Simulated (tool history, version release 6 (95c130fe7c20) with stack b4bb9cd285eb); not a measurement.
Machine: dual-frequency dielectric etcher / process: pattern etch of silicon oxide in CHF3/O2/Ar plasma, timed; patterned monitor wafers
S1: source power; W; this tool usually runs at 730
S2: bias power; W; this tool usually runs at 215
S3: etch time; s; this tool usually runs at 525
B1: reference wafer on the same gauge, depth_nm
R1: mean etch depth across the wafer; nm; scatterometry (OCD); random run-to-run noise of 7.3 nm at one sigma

| run | hour | S1 | S2 | S3 | B1 | R1 |
|---|---|---|---|---|---|---|
| 1 | 0 | 730 | 215 | 525 | 1276.4 | 1138.5 |
| 2 | 41.4 | 730 | 215 | 525 | 1279.9 | 1142.5 |
| 3 | 83.2 | 730 | 215 | 620.5 | 1279.7 | 1360.1 |
| 4 | 190 | 730 | 215 | 525 | 1276.7 | 1150.5 |
| 5 | 356.1 | 730 | 238 | 525 | 1280.6 | 1201.5 |
| 6 | 451.9 | 730 | 238 | 525 | 1278.8 | 1200.6 |
|  | 503.6 | bias power generator calibrated |
|  | 506.7 | wet clean of the chamber |
| 7 | 507.4 | 730 | 238 | 525 | 1279.9 | 1208.2 |
| 8 | 611.1 | 730 | 215 | 525 | 1281.8 | 1145.2 |
| 9 | 685.6 | 730 | 215 | 525 | 1278.6 | 1153.9 |
|  | 726.6 | source power generator calibrated |
| 10 | 756.8 | 730 | 215 | 525 | 1281.1 | 1156.1 |
|  | 774 | gauge calibrated |
| 11 | 856.8 | 730 | 215 | 525 | 1283 | 1161.7 |
| 12 | 942.8 | 730 | 215 | 525 | 1280.2 | 1154 |
| 13 | 995.5 | 730 | 215 | 525 | 1282 | 1153.6 |
| 14 | 1052.1 | 730 | 215 | 525 | 1283.6 | 1149.9 |
|  | 1102.2 | wet clean of the chamber |
| 15 | 1139.7 | 730 | 176 | 475 | 1280.3 | 943.8 |
| 16 | 1207.3 | 730 | 215 | 525 | 1280.2 | 1132.7 |
| 17 | 1244.7 | 660 | 182 | 379.5 | 1283.3 | 750.5 |
| 18 | 1285.1 | 890 | 215 | 525 | 1281.8 | 1215.2 |
| 19 | 1355.2 | 550 | 172 | 424 | 1278.8 | 777.6 |
|  | 1448.4 | upper electrode replaced |
| 20 | 1448.9 | 730 | 215 | 637 | 1280.4 | 1405.8 |
| 21 | 1526.1 | 730 | 215 | 525 | 1281.7 | 1148.8 |
| 22 | 1602.3 | 670 | 166 | 525 | 1281.7 | 997.3 |
| 23 | 1644.7 | 730 | 215 | 525 | 1278.5 | 1147.8 |
|  | 1680.2 | wet clean of the chamber |
| 24 | 1683.9 | 730 | 215 | 525 | 1277.1 | 1154.7 |
| 25 | 1759.5 | 850 | 215 | 468 | 1279 | 1064.6 |
| 26 | 1800.1 | 840 | 246 | 415 | 1278 | 1001.3 |
| 27 | 1895.2 | 550 | 172 | 424 | 1281.4 | 777.6 |
| 28 | 1961.4 | 780 | 167 | 386.5 | 1279.9 | 766.1 |

Here are 5 independent what-if runs from the current tool condition. What would each one return?
| A | 1962 | 730 | 215 | 568.5 | ? | ? |
| B | 1962 | 800 | 193 | 409 | ? | ? |
| C | 1962 | 730 | 267 | 525 | ? | ? |
| D | 1962 | 730 | 215 | 613.5 | ? | ? |
| E | 1962 | 630 | 184 | 525 | ? | ? |

| run | B1 | R1 |
|---|---|---|
| A | 1279 | 1239.8 |
| B | 1279 | 874 |
| C | 1279 | 1258.1 |
| D | 1279 | 1337.9 |
| E | 1279 | 1025.4 |
Without the tool's unlogged condition, the same runs would have read:
| run | R1 |
|---|---|
| A | 1239.8 |
| B | 874 |
| C | 1258.1 |
| D | 1337.9 |
| E | 1025.4 |
